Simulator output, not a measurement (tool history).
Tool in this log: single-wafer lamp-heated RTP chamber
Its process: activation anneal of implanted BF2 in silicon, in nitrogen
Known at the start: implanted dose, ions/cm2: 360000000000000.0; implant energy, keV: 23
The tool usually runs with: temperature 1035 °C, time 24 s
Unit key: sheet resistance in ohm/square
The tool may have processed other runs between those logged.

| run | hour | temperature | time | read-back reference wafer on the same gauge, sheet resistance | sheet resistance |
|---|---|---|---|---|---|
| 1 | 0 | 1035 | 24 | 357.97 | 349.14 |
| 2 | 108.5 | 1035 | 24 | 357.9 | 348.61 |
| 3 | 142.4 | 1035 | 24 | 358.1 | 348.21 |
| 4 | 180.1 | 1045 | 29 | 358.03 | 345.54 |
| 5 | 237.9 | 1045 | 29 | 357.92 | 343.95 |
|  | 257.7 | pyrometer window cleaned and pyrometer calibrated |
| 6 | 292.9 | 1035 | 24 | 357.92 | 348.74 |
| 7 | 339.9 | 1020 | 24 | 357.91 | 351.99 |
| 8 | 405.2 | 1020 | 24 | 358.05 | 352.49 |
| 9 | 472.6 | 1035 | 33 | 357.83 | 346.22 |
|  | 487.5 | reflector plate cleaned |
| 10 | 533 | 1060 | 16 | 358.17 | 349.88 |
| 11 | 581.4 | 1035 | 24 | 358.17 | 349.07 |
| 12 | 650.5 | 1045 | 13 | 358.05 | 351.9 |
|  | 662.1 | gauge calibrated |
| 13 | 682.7 | 1062 | 32 | 358.2 | 341.76 |
| 14 | 751.3 | 1035 | 24 | 357.97 | 349.27 |
| 15 | 801.3 | 1018 | 11 | 357.91 | 356 |
| 16 | 840 | 1064 | 35 | 358.06 | 339.44 |

Hidden state or all else? Some run-to-run changes of sheet resistance, split into what the settings, what came in and random variation would give without the hidden state, and what is left for the hidden state (with any gauge scatter that isn't in both results):
Hidden state at play: true wafer temperature minus pyrometer reading, K; wafer temperature error from the tarnished reflector plate, K; gauge reads high (%).
Run 5 -> 6: temperature 1045 -> 1035, time 29 -> 24, pyrometer window cleaned and pyrometer calibrated. sheet resistance +4.79 ohm/square: hidden state +1.81, all else +2.98.
Run 15 -> 16: temperature 1018 -> 1064, time 11 -> 35. sheet resistance -16.56 ohm/square: hidden state -1.1, all else -15.46.
